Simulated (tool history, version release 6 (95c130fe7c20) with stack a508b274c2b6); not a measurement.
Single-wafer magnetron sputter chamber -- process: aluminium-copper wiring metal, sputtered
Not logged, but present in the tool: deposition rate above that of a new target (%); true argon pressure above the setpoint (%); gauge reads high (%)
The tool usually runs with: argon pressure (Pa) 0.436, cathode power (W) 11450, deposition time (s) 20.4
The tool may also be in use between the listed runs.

run   hour  argon pressure (Pa)  cathode power (W)  deposition time (s)  wafers since the last listed run  wafers on the sputter target  hours since the last manometer calibration  hours since the magnet pack was replaced  hours since the gauge calibration  read-back reference wafer on the same gauge, thickness_nm  mean film thickness on the monitor wafer (Å)
  1      0                 0.32              11450                 20.4                                 0                          3010                                      2556.9                                   12473.3                              414.9                                                    406.988                                       4489.26
  2   37.6                0.436              13150                 20.4                               753                          3763                                      2594.5                                   12510.9                              452.5                                                    406.948                                       4762.15
  3  106.5                0.436              13150                 20.4                              1380                          5144                                      2663.4                                   12579.8                              521.4                                                    407.077                                       4762.43
  4  153.4                0.436              11450                 20.4                               939                          6083                                      2710.3                                   12626.7                              568.3                                                    407.131                                       4260.67
     170.8  -- sputter target and shields replaced
  5    181                0.436              11450                 20.4                               392                           204                                      2737.9                                   12654.3                              595.9                                                    406.997                                       4341.01
  6  225.9                0.436              11450                 20.4                               899                          1103                                      2782.8                                   12699.2                              640.8                                                    406.998                                       4306.65
  7  279.2                0.436              11450                 20.4                              1067                          2171                                      2836.1                                   12752.5                              694.1                                                    407.055                                       4284.63
  8  349.8                0.436              11450                 20.4                              1414                          3585                                      2906.7                                   12823.1                              764.7                                                    407.176                                       4271.85
  9  374.3                0.436              11450                 20.4                               490                          4076                                      2931.2                                   12847.6                              789.2                                                    406.943                                       4254.77
 10  441.7                0.344              11450                 20.4                              1350                          5427                                      2998.6                                     12915                              856.6                                                    407.087                                       4409.23
 11  511.1                0.386              10700                 20.4                              1390                          6817                                        3068                                   12984.4                                926                                                    406.951                                       4123.84
     524.9  -- gauge calibrated
     557.1  -- capacitance manometer re-zeroed and calibrated
     571.5  -- sputter target and shields replaced
 12    572                 0.55              13400                 17.9                               899                            10                                        14.9                                   13045.3                               47.1                                                    407.065                                       4260.25
 13    591                0.436               9700                 19.2                               380                           390                                        33.9                                   13064.3                               66.1                                                    407.283                                        3726.3
     629.2  -- magnet pack replaced
 14  644.3                0.557              11450                 20.4                               907                          1298                                        87.2                                      15.1                              119.4                                                    406.968                                       4239.19
 15    706                0.586              11450                   24                              1236                          2534                                       148.9                                      76.8                              181.1                                                    407.063                                       4932.02
 16  752.3                0.436              11450                 20.4                               927                          3462                                       195.2                                     123.1                              227.4                                                    406.925                                       4389.59
 17  781.8                0.436              10650                 20.4                               591                          4053                                       224.7                                     152.6                              256.9                                                    406.935                                       4154.33
 18  835.2                0.294               8750                 23.3                              1069                          5122                                       278.1                                       206                              310.3                                                     406.91                                       4329.42
 19  891.5                0.436              11450                 20.4                              1127                          6250                                       334.4                                     262.3                              366.6                                                    406.842                                       4365.49

For each run, the measured value with the value that run would have given without the tool's hidden condition subtracted. The run-to-run variation is shared by both, the gauge scatter possibly not:
run  mean film thickness on the monitor wafer (Å)
  1                                       -168.63
  2                                       -206.65
  3                                       -217.94
  4                                       -199.36
  5                                       -138.07
  6                                       -166.23
  7                                       -188.92
  8                                       -207.53
  9                                       -211.21
 10                                       -213.81
 11                                       -211.13
 12                                        +13.42
 13                                         -3.85
 14                                        -38.01
 15                                        -77.13
 16                                        -83.65
 17                                        -86.43
 18                                        -98.67
 19                                       -110.82

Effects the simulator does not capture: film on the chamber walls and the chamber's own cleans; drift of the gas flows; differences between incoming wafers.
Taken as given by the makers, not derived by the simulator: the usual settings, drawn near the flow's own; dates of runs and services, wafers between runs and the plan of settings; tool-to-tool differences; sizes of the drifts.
